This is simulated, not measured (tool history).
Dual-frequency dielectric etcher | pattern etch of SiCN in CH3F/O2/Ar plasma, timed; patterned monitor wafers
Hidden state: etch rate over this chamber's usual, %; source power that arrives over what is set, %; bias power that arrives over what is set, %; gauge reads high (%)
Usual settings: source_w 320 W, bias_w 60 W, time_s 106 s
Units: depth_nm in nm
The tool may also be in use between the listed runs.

| run | hour | source_w | bias_w | time_s | wafers since the last listed run | hours since the last wet clean | hours since the last source power generator calibration | hours since the last bias power generator calibration | hours since the last upper electrode change | hours since the gauge calibration | read-back reference wafer on the same gauge, depth_nm | depth_nm |
|---|---|---|---|---|---|---|---|---|---|---|---|---|
| 1 | 0 | 320 | 60 | 106 | 0 | 375.3 | 3916.5 | 1454.3 | 4305.4 | 350.8 | 34.89 | 34.47 |
|  | 22 | wet clean of the chamber |
| 2 | 76 | 320 | 60 | 106 | 588 | 54 | 3992.5 | 1530.3 | 4381.4 | 426.8 | 34.93 | 34.41 |
|  | 395.1 | wet clean of the chamber |
| 3 | 395.6 | 320 | 60 | 106 | 3221 | 0.5 | 4312.1 | 1849.9 | 4701 | 746.4 | 34.88 | 34.79 |
| 4 | 462.8 | 320 | 60 | 106 | 732 | 67.7 | 4379.3 | 1917.1 | 4768.2 | 813.6 | 34.89 | 34.85 |
| 5 | 538.7 | 320 | 60 | 106 | 827 | 143.6 | 4455.2 | 1993 | 4844.1 | 889.5 | 34.83 | 34.3 |
| 6 | 628.1 | 320 | 60 | 106 | 974 | 233 | 4544.6 | 2082.4 | 4933.5 | 978.9 | 34.9 | 34.82 |
| 7 | 710.6 | 320 | 60 | 106 | 899 | 315.5 | 4627.1 | 2164.9 | 5016 | 1061.4 | 34.89 | 34.99 |
|  | 773 | wet clean of the chamber |
| 8 | 773.5 | 320 | 60 | 106 | 423 | 0.5 | 4690 | 2227.8 | 5078.9 | 1124.3 | 34.87 | 34.66 |
|  | 800.5 | upper electrode replaced |
| 9 | 854.3 | 320 | 69 | 106 | 619 | 81.3 | 4770.8 | 2308.6 | 53.8 | 1205.1 | 34.86 | 36.5 |
| 10 | 916.1 | 320 | 69 | 106 | 673 | 143.1 | 4832.6 | 2370.4 | 115.6 | 1266.9 | 34.83 | 36.34 |
|  | 938 | source power generator calibrated |
| 11 | 996.1 | 320 | 60 | 106 | 828 | 223.1 | 58.1 | 2450.4 | 195.6 | 1346.9 | 34.91 | 34.65 |
| 12 | 1045.9 | 320 | 60 | 106 | 542 | 272.9 | 107.9 | 2500.2 | 245.4 | 1396.7 | 34.95 | 34.62 |
| 13 | 1137.2 | 320 | 60 | 106 | 995 | 364.2 | 199.2 | 2591.5 | 336.7 | 1488 | 34.89 | 34.99 |
| 14 | 1188.2 | 290 | 60 | 106 | 555 | 415.2 | 250.2 | 2642.5 | 387.7 | 1539 | 34.85 | 32.74 |
|  | 1260 | wet clean of the chamber |
| 15 | 1260.5 | 320 | 60 | 82 | 526 | 0.5 | 322.5 | 2714.8 | 460 | 1611.3 | 34.86 | 26.81 |
|  | 1280.8 | bias power generator calibrated |
| 16 | 1315.9 | 320 | 60 | 106 | 560 | 55.9 | 377.9 | 35.1 | 515.4 | 1666.7 | 34.86 | 34.86 |
|  | 1387 | gauge calibrated |
| 17 | 1506.8 | 260 | 71 | 125 | 2080 | 246.8 | 568.8 | 226 | 706.3 | 119.8 | 34.95 | 39.03 |
| 18 | 1547.8 | 320 | 60 | 106 | 446 | 287.8 | 609.8 | 267 | 747.3 | 160.8 | 34.87 | 34.87 |
|  | 1637.5 | wet clean of the chamber |
| 19 | 1638 | 320 | 60 | 106 | 721 | 0.5 | 700 | 357.2 | 837.5 | 251 | 34.89 | 34.89 |
| 20 | 1731.7 | 320 | 60 | 106 | 1021 | 94.2 | 793.7 | 450.9 | 931.2 | 344.7 | 34.87 | 34.66 |
| 21 | 1774.9 | 270 | 48 | 106 | 470 | 137.4 | 836.9 | 494.1 | 974.4 | 387.9 | 34.9 | 29.17 |
| 22 | 1868.2 | 280 | 60 | 106 | 1016 | 230.7 | 930.2 | 587.4 | 1067.7 | 481.2 | 34.86 | 32.04 |
| 23 | 1944.9 | 350 | 49 | 106 | 835 | 307.4 | 1006.9 | 664.1 | 1144.4 | 557.9 | 34.91 | 34.07 |
| 24 | 2047.9 | 280 | 49 | 90 | 1122 | 410.4 | 1109.9 | 767.1 | 1247.4 | 660.9 | 34.96 | 25.27 |

What the log doesn't show, run by run:
etch rate over this chamber's usual, %: 0 in every run
source power that arrives over what is set, %: 0 in every run
bias power that arrives over what is set, %: 0 in every run
gauge reads high (%): 0 in every run
